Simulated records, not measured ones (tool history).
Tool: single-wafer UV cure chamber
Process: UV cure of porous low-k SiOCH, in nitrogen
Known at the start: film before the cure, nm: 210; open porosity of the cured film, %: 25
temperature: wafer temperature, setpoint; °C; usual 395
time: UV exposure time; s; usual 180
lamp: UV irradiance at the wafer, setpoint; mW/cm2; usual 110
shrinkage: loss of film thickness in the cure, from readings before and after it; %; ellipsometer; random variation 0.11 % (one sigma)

run   hour  temperature  time  lamp  wafers since the last listed run  hours since the UV bulbs were replaced  wafers since the quartz window was cleaned  shrinkage
  1      0          395   180   110                                 0                                  2037.3                                        2161     12.451
  2   13.4          395   180   110                                54                                  2050.7                                        2215     12.689
  3   28.1          395   180   110                                59                                  2065.4                                        2275     12.644
  4     40          395   180   110                                48                                  2077.3                                        2323     12.543
  5   48.2          395   265   110                                33                                  2085.5                                        2356     14.427
  6     60          395   265   110                                47                                  2097.3                                        2403      14.71
  7   70.9          395   225    90                                44                                  2108.2                                        2447     12.686
      82.3  -- quartz window cleaned
  8   82.8          395   225    90                                15                                  2120.1                                           2     13.529
  9     96          414   145   110                                53                                  2133.3                                          55     12.818
 10  105.4          395   180   110                                37                                  2142.7                                          93     13.518
     124.9  -- UV bulbs replaced
 11  125.4          409    90   129                                48                                     0.5                                         141     10.998
 12  132.9          395   180   135                                30                                       8                                         172     14.351
 13  142.1          375   180   131                                37                                    17.2                                         209     13.823
 14  152.1          395   180    83                                40                                    27.2                                         249     12.004
 15  160.4          395   180   110                                33                                    35.5                                         283     13.478
 16  197.8          412   125    71                               151                                    72.9                                         434      9.571
 17  207.4          395   275   110                                38                                    82.5                                         472     15.671

Forecast each of these 5 alternatives for the next run:
  A  207.9          395   180   110                                 2                                      83                                         474          ?
  B  207.9          382   140   110                                 2                                      83                                         474          ?
  C  207.9          395   240    77                                 2                                      83                                         474          ?
  D  207.9          413   180   128                                 2                                      83                                         474          ?
  E  207.9          408   100   122                                 2                                      83                                         474          ?

run  shrinkage
  A     13.362
  B     11.813
  C     13.005
  D     14.517
  E     11.155
Without the tool's hidden state the same runs would have given:
run  shrinkage
  A     13.625
  B     12.068
  C     13.266
  D     14.787
  E     11.407
